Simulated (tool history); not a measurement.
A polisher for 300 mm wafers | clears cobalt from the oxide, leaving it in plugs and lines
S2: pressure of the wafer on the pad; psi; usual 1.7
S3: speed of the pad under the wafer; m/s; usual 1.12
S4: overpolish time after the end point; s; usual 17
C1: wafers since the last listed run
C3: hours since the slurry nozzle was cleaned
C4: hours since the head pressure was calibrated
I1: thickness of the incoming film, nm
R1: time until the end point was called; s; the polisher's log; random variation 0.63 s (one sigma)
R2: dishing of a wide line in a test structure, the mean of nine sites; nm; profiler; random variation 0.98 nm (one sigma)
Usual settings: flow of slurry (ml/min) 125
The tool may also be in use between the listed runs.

run 1 hour=0.0 | flow_of_slurry_(ml/min)=125 S2=1.7 S3=1.12 S4=21 | C1=0 wafers_polished_on_this_pad=912 C3=55.8 C4=616.1 | I1=200.0 | R1=55.4 R2=52.8
-- hour=12.0 worn pad replaced by a new one
run 2 hour=14.1 | flow_of_slurry_(ml/min)=125 S2=1.7 S3=1.12 S4=17 | C1=82 wafers_polished_on_this_pad=17 C3=69.9 C4=630.2 | I1=198.9 | R1=50.6 R2=47.9
run 3 hour=31.8 | flow_of_slurry_(ml/min)=125 S2=1.7 S3=1.12 S4=17 | C1=144 wafers_polished_on_this_pad=161 C3=87.6 C4=647.9 | I1=199.4 | R1=51.3 R2=48.9
run 4 hour=40.5 | flow_of_slurry_(ml/min)=125 S2=1.7 S3=1.12 S4=17 | C1=70 wafers_polished_on_this_pad=232 C3=96.3 C4=656.6 | I1=203.4 | R1=52.1 R2=50.2
run 5 hour=54.7 | flow_of_slurry_(ml/min)=110 S2=1.7 S3=1.12 S4=17 | C1=115 wafers_polished_on_this_pad=348 C3=110.5 C4=670.8 | I1=200.1 | R1=55.1 R2=46.7
run 6 hour=62.4 | flow_of_slurry_(ml/min)=125 S2=1.7 S3=1.12 S4=17 | C1=62 wafers_polished_on_this_pad=410 C3=118.2 C4=678.5 | I1=198.0 | R1=52.2 R2=48.5
run 7 hour=72.9 | flow_of_slurry_(ml/min)=125 S2=1.7 S3=1.12 S4=17 | C1=85 wafers_polished_on_this_pad=496 C3=128.7 C4=689.0 | I1=199.6 | R1=53.7 R2=46.9
-- hour=117.5 worn pad replaced by a new one
run 8 hour=118.0 | flow_of_slurry_(ml/min)=125 S2=1.7 S3=1.12 S4=17 | C1=335 wafers_polished_on_this_pad=4 C3=173.8 C4=734.1 | I1=202.0 | R1=49.6 R2=47.4
run 9 hour=126.2 | flow_of_slurry_(ml/min)=125 S2=1.7 S3=1.12 S4=17 | C1=66 wafers_polished_on_this_pad=70 C3=182.0 C4=742.3 | I1=201.2 | R1=51.1 R2=47.5
run 10 hour=142.8 | flow_of_slurry_(ml/min)=125 S2=1.7 S3=1.12 S4=17 | C1=135 wafers_polished_on_this_pad=206 C3=198.6 C4=758.9 | I1=201.3 | R1=51.9 R2=46.4
run 11 hour=154.7 | flow_of_slurry_(ml/min)=125 S2=1.7 S3=1.30 S4=17 | C1=97 wafers_polished_on_this_pad=303 C3=210.5 C4=770.8 | I1=199.9 | R1=46.0 R2=52.5
run 12 hour=167.5 | flow_of_slurry_(ml/min)=125 S2=1.7 S3=1.30 S4=17 | C1=104 wafers_polished_on_this_pad=407 C3=223.3 C4=783.6 | I1=200.5 | R1=47.4 R2=50.3
-- hour=168.9 slurry nozzle cleaned
run 13 hour=189.4 | flow_of_slurry_(ml/min)=125 S2=1.7 S3=1.12 S4=17 | C1=170 wafers_polished_on_this_pad=577 C3=20.5 C4=805.5 | I1=199.2 | R1=53.6 R2=46.1
run 14 hour=200.9 | flow_of_slurry_(ml/min)=125 S2=1.7 S3=1.12 S4=17 | C1=93 wafers_polished_on_this_pad=671 C3=32.0 C4=817.0 | I1=199.8 | R1=55.6 R2=46.2
run 15 hour=213.6 | flow_of_slurry_(ml/min)=125 S2=1.7 S3=1.12 S4=17 | C1=103 wafers_polished_on_this_pad=775 C3=44.7 C4=829.7 | I1=200.5 | R1=57.1 R2=45.6
run 16 hour=224.2 | flow_of_slurry_(ml/min)=160 S2=1.5 S3=1.44 S4=21 | C1=86 wafers_polished_on_this_pad=861 C3=55.3 C4=840.3 | I1=195.7 | R1=47.0 R2=54.7
-- hour=233.6 worn pad replaced by a new one
run 17 hour=239.6 | flow_of_slurry_(ml/min)=125 S2=2.1 S3=1.34 S4=9 | C1=92 wafers_polished_on_this_pad=49 C3=70.7 C4=855.7 | I1=200.0 | R1=36.2 R2=41.5

The next listed run, before its measurement:
-- hour=250.3 head pressure recalibrated
run 18 hour=250.8 | flow_of_slurry_(ml/min)=100 S2=1.7 S3=0.74 S4=11 | C1=74 wafers_polished_on_this_pad=124 C3=81.9 C4=0.5 | I1=199.5 | R1=? R2=?

{"run 18": {"R1": 77.8, "R2": 25.3}}
Without the tool's hidden state the same run would have given R1 74.1 s, R2 26.4 nm.
